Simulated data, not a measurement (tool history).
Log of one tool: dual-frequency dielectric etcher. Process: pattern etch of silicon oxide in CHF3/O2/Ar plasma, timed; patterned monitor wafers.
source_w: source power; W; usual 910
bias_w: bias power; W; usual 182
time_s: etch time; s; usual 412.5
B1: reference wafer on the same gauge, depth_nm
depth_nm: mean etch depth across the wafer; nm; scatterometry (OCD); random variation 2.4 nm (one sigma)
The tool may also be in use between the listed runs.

run 1 hour=0 | source_w=910 bias_w=218 time_s=412.5 | B1=1199.1 | depth_nm=1082.8
run 2 hour=52.1 | source_w=910 bias_w=218 time_s=412.5 | B1=1201.3 | depth_nm=1101.5
run 3 hour=87.2 | source_w=910 bias_w=182 time_s=412.5 | B1=1200.7 | depth_nm=1050.8
run 4 hour=144.9 | source_w=910 bias_w=182 time_s=412.5 | B1=1200.3 | depth_nm=1047.3
run 5 hour=202.5 | source_w=730 bias_w=202 time_s=455 | B1=1200.2 | depth_nm=1103.4
run 6 hour=268.4 | source_w=970 bias_w=145 time_s=412.5 | B1=1199.8 | depth_nm=1012.5
run 7 hour=339.7 | source_w=1030 bias_w=201 time_s=291.5 | B1=1199.2 | depth_nm=788.8
run 8 hour=547.5 | source_w=910 bias_w=182 time_s=502.5 | B1=1199.5 | depth_nm=1264.4
run 9 hour=572.3 | source_w=720 bias_w=145 time_s=412.5 | B1=1200.3 | depth_nm=907.2
run 10 hour=642.5 | source_w=980 bias_w=150 time_s=294.5 | B1=1199.1 | depth_nm=724.9
run 11 hour=682.8 | source_w=910 bias_w=182 time_s=412.5 | B1=1200.6 | depth_nm=1029.8
run 12 hour=724.4 | source_w=690 bias_w=143 time_s=361.5 | B1=1200.7 | depth_nm=778.3
run 13 hour=773.5 | source_w=1130 bias_w=201 time_s=360.5 | B1=1201 | depth_nm=997.2
run 14 hour=810.7 | source_w=910 bias_w=166 time_s=483 | B1=1200.4 | depth_nm=1177
run 15 hour=872.4 | source_w=910 bias_w=143 time_s=483 | B1=1199.2 | depth_nm=1135.6
run 16 hour=927.7 | source_w=740 bias_w=219 time_s=412.5 | B1=1199.5 | depth_nm=1006.7
run 17 hour=952.5 | source_w=780 bias_w=166 time_s=309 | B1=1199.9 | depth_nm=715.3
run 18 hour=1008.5 | source_w=690 bias_w=200 time_s=323 | B1=1200 | depth_nm=747.4
run 19 hour=1063.6 | source_w=800 bias_w=222 time_s=452.5 | B1=1200.8 | depth_nm=1129.6
run 20 hour=1279.6 | source_w=910 bias_w=203 time_s=465.5 | B1=1200.4 | depth_nm=1202.6
run 21 hour=1319.3 | source_w=910 bias_w=182 time_s=412.5 | B1=1200.1 | depth_nm=1036
run 22 hour=1383 | source_w=910 bias_w=159 time_s=412.5 | B1=1199.8 | depth_nm=997.1
run 23 hour=1452 | source_w=910 bias_w=143 time_s=483 | B1=1199.9 | depth_nm=1142.3
run 24 hour=1512.9 | source_w=910 bias_w=182 time_s=412.5 | B1=1201.5 | depth_nm=1030.4
run 25 hour=1579.6 | source_w=760 bias_w=165 time_s=307.5 | B1=1199.2 | depth_nm=701.9
run 26 hour=1644.9 | source_w=910 bias_w=182 time_s=412.5 | B1=1199.1 | depth_nm=1022.1
run 27 hour=1679.6 | source_w=730 bias_w=182 time_s=412.5 | B1=1198.9 | depth_nm=947.6
run 28 hour=1715.7 | source_w=800 bias_w=226 time_s=444 | B1=1199.3 | depth_nm=1137.7

Taken out of this log: 7 entries between the listed runs. Where each belongs, and how the hidden state differs across it:
Between runs 1 and 2: wet clean of the chamber (hour 30)
  etch rate over this chamber's usual, %: -2.07 -> 0.138; source power that arrives over what is set, %: 5.65 -> 5.66
  measured less the result without the state, depth_nm: -2.3 -> +21.9 nm
Between runs 7 and 8: source power generator calibrated (hour 447.8); wet clean of the chamber (hour 547)
  etch rate over this chamber's usual, %: -0.92 -> 0.4; source power that arrives over what is set, %: 5.74 -> 0.414
  measured less the result without the state, depth_nm: +7.8 -> +6.8 nm
Between runs 11 and 12: bias power generator calibrated (hour 709)
  etch rate over this chamber's usual, %: -0.0974 -> -0.25; source power that arrives over what is set, %: 0.875 -> 1.01
  measured less the result without the state, depth_nm: +2.1 -> +0.7 nm
Between runs 19 and 20: upper electrode replaced (hour 1136.9); wet clean of the chamber (hour 1197.5)
  etch rate over this chamber's usual, %: -1.5 -> -0.406; source power that arrives over what is set, %: 1.95 -> 2.44
  measured less the result without the state, depth_nm: -9.7 -> +5 nm
Between runs 27 and 28: wet clean of the chamber (hour 1715.2)
  etch rate over this chamber's usual, %: -1.88 -> 0.118; source power that arrives over what is set, %: 3.17 -> 3.22
  measured less the result without the state, depth_nm: -7.9 -> +13.5 nm
